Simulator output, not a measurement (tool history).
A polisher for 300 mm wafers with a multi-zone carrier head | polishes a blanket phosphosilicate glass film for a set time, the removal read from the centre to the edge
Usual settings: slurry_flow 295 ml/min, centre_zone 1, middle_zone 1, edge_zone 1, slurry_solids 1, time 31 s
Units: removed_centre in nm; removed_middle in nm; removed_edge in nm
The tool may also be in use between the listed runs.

run   hour  slurry_flow  centre_zone  middle_zone  edge_zone  slurry_solids  time  incoming thickness of the incoming film, nm  removed_centre  removed_middle  removed_edge
  1      0          295            1            1          1           0.95    31                                       3255.4           243.8           238.1         242.7
  2   69.6          295            1            1          1           0.95    31                                       3340.4           225.8           238.2         225.5
     102.6  -- worn pad replaced by a new one
  3  103.1          295            1            1          1           0.95    31                                       3293.3           248.8           249.8         241.4
  4  133.8          295         1.08            1          1              1    31                                       3294.9           260.8             259         259.5
  5  162.3          295            1            1          1              1    25                                       3355.2           195.7           204.5         203.2
  6  224.9          295            1            1          1              1    25                                       3284.4           200.8           198.9         201.1
     284.3  -- worn pad replaced by a new one
  7  284.8          295            1            1          1              1    25                                       3246.7           172.2           180.3         174.1
  8  325.7          295            1         0.93          1              1    31                                       3311.5           217.3             213         214.1
  9  355.6          295            1         0.93          1              1    31                                       3255.8           211.8           201.6           216
     380.1  -- carrier head's membrane replaced by a new one
       415  -- worn pad replaced by a new one, repeated, since the last time left the tool worse
 10  425.2          295            1         0.91       0.93              1    26                                       3259.7           213.1           203.2         210.5
 11  490.7          360            1            1       0.96              1    31                                       3339.7           258.2           261.7         242.7
     497.3  -- edge zone pressure recalibrated
     519.1  -- centre zone pressure recalibrated
 12  519.6          295         0.89            1          1              1    31                                       3297.7           223.8           246.6         246.4
 13  581.8          295            1            1          1              1    31                                       3318.5           239.8           244.4         239.9
     587.4  -- worn pad replaced by a new one
     598.2  -- slurry nozzle cleaned
 14  630.6          200            1            1       1.11              1    31                                       3290.2           236.4           244.7         250.8
 15  690.4          295            1            1          1           1.15    38                                       3268.5           324.7           334.4         332.4
 16  725.7          295            1            1          1              1    31                                         3301           240.3           243.9         239.7
 17  752.5          295         1.12            1          1              1    31                                       3263.4           257.4           243.3           236
     807.8  -- worn pad replaced by a new one
 18  815.7          295         1.05         1.06          1           0.85    31                                         3254           235.6           241.6         226.8
 19  884.3          295            1            1       0.88              1    31                                       3339.2           251.9           257.2         235.1
 20  929.9          295            1            1          1              1    31                                       3345.6             234           251.9         241.7

Measured less the same run without the tool's hidden state. The same run-to-run variation is in both; the gauge's scatter may not be:
The hidden state here: removal rate lost through wear of the pad, %; slurry flow missing at the pad, %; deviation of the centre zone's pressure from its setpoint, %; deviation of the edge zone's pressure from its setpoint, %.
run  removed_centre  removed_middle  removed_edge
  1              -8            -7.7          -7.9
  2           -17.3           -18.4         -17.3
  3            -1.9            -1.9          -1.8
  4            -2.6            -2.5          -2.5
  5              -3            -3.2          -3.2
  6            -8.5            -8.4          -8.5
  7           -29.4           -30.8         -29.8
  8           -38.3           -37.5         -37.6
  9           -39.5           -37.6         -40.3
 10            -0.2            -0.1          -0.2
 11            -3.4            -3.4          -3.2
 12            -5.7            -6.2          -6.2
 13           -15.8           -16.1         -15.8
 14            -1.6            -1.7          -1.7
 15            -8.7            -8.9          -8.9
 16           -11.3           -11.4         -11.2
 17           -17.2           -16.2         -15.8
 18            -1.8            -1.8          -1.7
 19            -5.2            -5.3          -4.8
 20            -9.8           -10.5         -10.1

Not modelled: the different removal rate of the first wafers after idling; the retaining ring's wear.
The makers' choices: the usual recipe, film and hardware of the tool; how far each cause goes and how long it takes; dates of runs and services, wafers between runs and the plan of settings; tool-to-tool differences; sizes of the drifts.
